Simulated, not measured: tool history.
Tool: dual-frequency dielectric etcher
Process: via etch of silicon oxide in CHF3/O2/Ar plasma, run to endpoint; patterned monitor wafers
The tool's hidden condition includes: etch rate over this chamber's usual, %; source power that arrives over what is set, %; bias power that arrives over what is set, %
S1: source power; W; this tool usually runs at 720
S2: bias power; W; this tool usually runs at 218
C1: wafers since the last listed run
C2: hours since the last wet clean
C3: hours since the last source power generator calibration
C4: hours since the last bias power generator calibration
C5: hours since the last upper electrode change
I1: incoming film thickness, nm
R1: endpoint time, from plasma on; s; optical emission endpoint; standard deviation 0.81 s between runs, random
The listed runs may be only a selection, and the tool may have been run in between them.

Run 1, day 0.000: usual settings but S2 194 W; C1 0; C2 210.1; C3 1617.6; C4 4565.5; C5 2367.9; I1 546.9. Result: R1 229.3 s.
Run 2, day 2.133: usual settings but S2 194 W; C1 218; C2 261.3; C3 1668.8; C4 4616.7; C5 2419.1; I1 547.7. Result: R1 227.7 s.
Run 3, day 5.029: usual settings but S2 194 W; C1 296; C2 330.8; C3 1738.3; C4 4686.2; C5 2488.6; I1 553.6. Result: R1 228.3 s.
Run 4, day 7.354: usual settings but S1 640 W, S2 197 W; C1 237; C2 386.6; C3 1794.1; C4 4742.0; C5 2544.4; I1 549.8. Result: R1 232.3 s.
At day 8.967: wet clean of the chamber.
Run 5, day 9.583: usual settings but S1 640 W, S2 197 W; C1 125; C2 14.8; C3 1847.6; C4 4795.5; C5 2597.9; I1 551.1. Result: R1 239.0 s.
At day 11.296: source power generator calibrated.
Run 6, day 11.662: usual settings; C1 195; C2 64.7; C3 8.8; C4 4845.4; C5 2647.8; I1 554.6. Result: R1 225.9 s.
At day 12.817: bias power generator calibrated.
Run 7, day 12.838: usual settings but S1 580 W; C1 103; C2 92.9; C3 37.0; C4 0.5; C5 2676.0; I1 548.7. Result: R1 234.4 s.
At day 15.088: upper electrode replaced, of another model than before.
Run 8, day 15.108: usual settings but S1 890 W; C1 130; C2 147.4; C3 91.5; C4 55.0; C5 0.5; I1 549.9. Result: R1 214.4 s.
Run 9, day 16.129: usual settings but S1 540 W, S2 257 W; C1 104; C2 171.9; C3 116.0; C4 79.5; C5 25.0; I1 545.6. Result: R1 217.1 s.
Run 10, day 18.554: usual settings but S1 860 W, S2 182 W; C1 248; C2 230.1; C3 174.2; C4 137.7; C5 83.2; I1 556.1. Result: R1 232.7 s.
Run 11, day 19.800: usual settings but S1 860 W, S2 164 W; C1 127; C2 260.0; C3 204.1; C4 167.6; C5 113.1; I1 548.4. Result: R1 236.5 s.
Run 12, day 22.792: usual settings but S1 830 W, S2 248 W; C1 306; C2 331.8; C3 275.9; C4 239.4; C5 184.9; I1 548.2. Result: R1 204.1 s.
Run 13, day 24.050: usual settings; C1 128; C2 362.0; C3 306.1; C4 269.6; C5 215.1; I1 549.4. Result: R1 219.0 s.
At day 27.021: wet clean of the chamber.
Run 14, day 27.050: usual settings but S2 255 W; C1 204; C2 0.7; C3 378.1; C4 341.6; C5 287.1; I1 547.0. Result: R1 211.3 s.

3 ways to go on from here, each from the tool as it stands after run 14. What would each give?
Run A, day 27.071: usual settings but S2 256 W; C1 2; C2 1.2; C3 378.6; C4 342.1; C5 287.6; I1 545.6. Result: R1 ?.
Run B, day 27.071: usual settings but S1 890 W, S2 257 W; C1 2; C2 1.2; C3 378.6; C4 342.1; C5 287.6; I1 545.6. Result: R1 ?.
Run C, day 27.071: usual settings but S1 620 W; C1 2; C2 1.2; C3 378.6; C4 342.1; C5 287.6; I1 545.6. Result: R1 ?.

run     R1
  A  211.0
  B  203.1
  C  229.1
With no hidden state in the tool, these same runs would have given:
run     R1
  A  211.6
  B  203.7
  C  229.8
